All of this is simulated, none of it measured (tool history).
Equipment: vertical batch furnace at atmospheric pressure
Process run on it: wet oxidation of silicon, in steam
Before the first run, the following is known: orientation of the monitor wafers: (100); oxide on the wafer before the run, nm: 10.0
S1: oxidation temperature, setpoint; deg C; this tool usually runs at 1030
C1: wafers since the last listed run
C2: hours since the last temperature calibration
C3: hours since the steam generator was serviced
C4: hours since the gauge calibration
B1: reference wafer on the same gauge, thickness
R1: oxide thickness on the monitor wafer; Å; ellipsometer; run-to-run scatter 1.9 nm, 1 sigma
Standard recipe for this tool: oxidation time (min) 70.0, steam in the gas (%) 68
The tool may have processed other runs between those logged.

{"run": 1, "hour": 0.0, "S1": 1030, "oxidation time (min)": 70.0, "steam in the gas (%)": 76, "C1": 0, "C2": 2542.2, "C3": 581.2, "C4": 238.6, "B1": 471.55, "R1": 4797.0}
{"run": 2, "hour": 27.9, "S1": 1030, "oxidation time (min)": 70.0, "steam in the gas (%)": 76, "C1": 294, "C2": 2570.1, "C3": 609.1, "C4": 266.5, "B1": 471.17, "R1": 4835.9}
{"run": 3, "hour": 90.6, "S1": 1030, "oxidation time (min)": 70.0, "steam in the gas (%)": 76, "C1": 662, "C2": 2632.8, "C3": 671.8, "C4": 329.2, "B1": 472.74, "R1": 4842.6}
{"run": 4, "hour": 116.4, "S1": 1030, "oxidation time (min)": 70.0, "steam in the gas (%)": 68, "C1": 272, "C2": 2658.6, "C3": 697.6, "C4": 355.0, "B1": 472.44, "R1": 4527.6}
{"run": 5, "hour": 165.2, "S1": 1030, "oxidation time (min)": 70.0, "steam in the gas (%)": 68, "C1": 515, "C2": 2707.4, "C3": 746.4, "C4": 403.8, "B1": 473.73, "R1": 4559.1}
{"run": 6, "hour": 220.2, "S1": 1030, "oxidation time (min)": 70.0, "steam in the gas (%)": 68, "C1": 580, "C2": 2762.4, "C3": 801.4, "C4": 458.8, "B1": 474.26, "R1": 4519.5}
{"hour": 265.8, "done": "gauge calibrated"}
{"run": 7, "hour": 281.0, "S1": 1030, "oxidation time (min)": 70.0, "steam in the gas (%)": 68, "C1": 642, "C2": 2823.2, "C3": 862.2, "C4": 15.2, "B1": 464.96, "R1": 4444.1}
{"run": 8, "hour": 320.5, "S1": 1030, "oxidation time (min)": 70.0, "steam in the gas (%)": 68, "C1": 417, "C2": 2862.7, "C3": 901.7, "C4": 54.7, "B1": 466.47, "R1": 4407.0}
{"hour": 360.7, "done": "thermocouples replaced and temperature profile calibrated"}
{"run": 9, "hour": 366.6, "S1": 1030, "oxidation time (min)": 46.0, "steam in the gas (%)": 68, "C1": 233, "C2": 5.9, "C3": 947.8, "C4": 100.8, "B1": 468.0, "R1": 3392.6}
{"run": 10, "hour": 395.4, "S1": 1030, "oxidation time (min)": 46.0, "steam in the gas (%)": 68, "C1": 304, "C2": 34.7, "C3": 976.6, "C4": 129.6, "B1": 468.51, "R1": 3393.1}
{"run": 11, "hour": 442.4, "S1": 1053, "oxidation time (min)": 41.0, "steam in the gas (%)": 57, "C1": 496, "C2": 81.7, "C3": 1023.6, "C4": 176.6, "B1": 469.19, "R1": 3267.0}
{"run": 12, "hour": 488.0, "S1": 1030, "oxidation time (min)": 42.5, "steam in the gas (%)": 74, "C1": 481, "C2": 127.3, "C3": 1069.2, "C4": 222.2, "B1": 469.96, "R1": 3434.5}
{"run": 13, "hour": 560.0, "S1": 1030, "oxidation time (min)": 45.0, "steam in the gas (%)": 62, "C1": 760, "C2": 199.3, "C3": 1141.2, "C4": 294.2, "B1": 470.9, "R1": 3167.6}
{"run": 14, "hour": 626.4, "S1": 1042, "oxidation time (min)": 82.5, "steam in the gas (%)": 68, "C1": 701, "C2": 265.7, "C3": 1207.6, "C4": 360.6, "B1": 471.61, "R1": 5334.7}
{"hour": 673.5, "done": "gauge calibrated"}
{"hour": 676.0, "done": "steam generator serviced"}
{"run": 15, "hour": 676.5, "S1": 1030, "oxidation time (min)": 88.5, "steam in the gas (%)": 68, "C1": 275, "C2": 315.8, "C3": 0.5, "C4": 3.0, "B1": 466.04, "R1": 5150.6}
{"run": 16, "hour": 703.3, "S1": 1016, "oxidation time (min)": 94.0, "steam in the gas (%)": 63, "C1": 283, "C2": 342.6, "C3": 27.3, "C4": 29.8, "B1": 466.29, "R1": 4700.3}
{"run": 17, "hour": 735.7, "S1": 1030, "oxidation time (min)": 88.5, "steam in the gas (%)": 68, "C1": 342, "C2": 375.0, "C3": 59.7, "C4": 62.2, "B1": 466.85, "R1": 5149.3}
{"run": 18, "hour": 770.1, "S1": 1030, "oxidation time (min)": 70.0, "steam in the gas (%)": 68, "C1": 363, "C2": 409.4, "C3": 94.1, "C4": 96.6, "B1": 468.39, "R1": 4475.0}
{"run": 19, "hour": 807.7, "S1": 1049, "oxidation time (min)": 84.0, "steam in the gas (%)": 64, "C1": 397, "C2": 447.0, "C3": 131.7, "C4": 134.2, "B1": 468.22, "R1": 5335.1}
{"run": 20, "hour": 845.4, "S1": 1030, "oxidation time (min)": 70.0, "steam in the gas (%)": 68, "C1": 398, "C2": 484.7, "C3": 169.4, "C4": 171.9, "B1": 468.48, "R1": 4448.5}

What if the next run were any one of these 5? Each begins from the tool's condition after run 20:
{"run": "A", "hour": 851.3, "S1": 1030, "oxidation time (min)": 70.0, "steam in the gas (%)": 68, "C1": 62, "C2": 490.6, "C3": 175.3, "C4": 177.8, "B1": "?", "R1": "?"}
{"run": "B", "hour": 851.3, "S1": 1016, "oxidation time (min)": 38.5, "steam in the gas (%)": 57, "C1": 62, "C2": 490.6, "C3": 175.3, "C4": 177.8, "B1": "?", "R1": "?"}
{"run": "C", "hour": 851.3, "S1": 1030, "oxidation time (min)": 35.5, "steam in the gas (%)": 74, "C1": 62, "C2": 490.6, "C3": 175.3, "C4": 177.8, "B1": "?", "R1": "?"}
{"run": "D", "hour": 851.3, "S1": 1013, "oxidation time (min)": 44.5, "steam in the gas (%)": 71, "C1": 62, "C2": 490.6, "C3": 175.3, "C4": 177.8, "B1": "?", "R1": "?"}
{"run": "E", "hour": 851.3, "S1": 1054, "oxidation time (min)": 81.5, "steam in the gas (%)": 78, "C1": 62, "C2": 490.6, "C3": 175.3, "C4": 177.8, "B1": "?", "R1": "?"}

run=A B1=468.99 R1=4474.8
run=B B1=468.99 R1=2409.0
run=C B1=468.99 R1=3031.0
run=D B1=468.99 R1=3039.0
run=E B1=468.99 R1=6087.6
With the hidden condition removed and each run's random variation left untouched, the same runs would have given:
run=A R1=4441.2
run=B R1=2390.9
run=C R1=3008.3
run=D R1=3016.2
run=E R1=6042.0
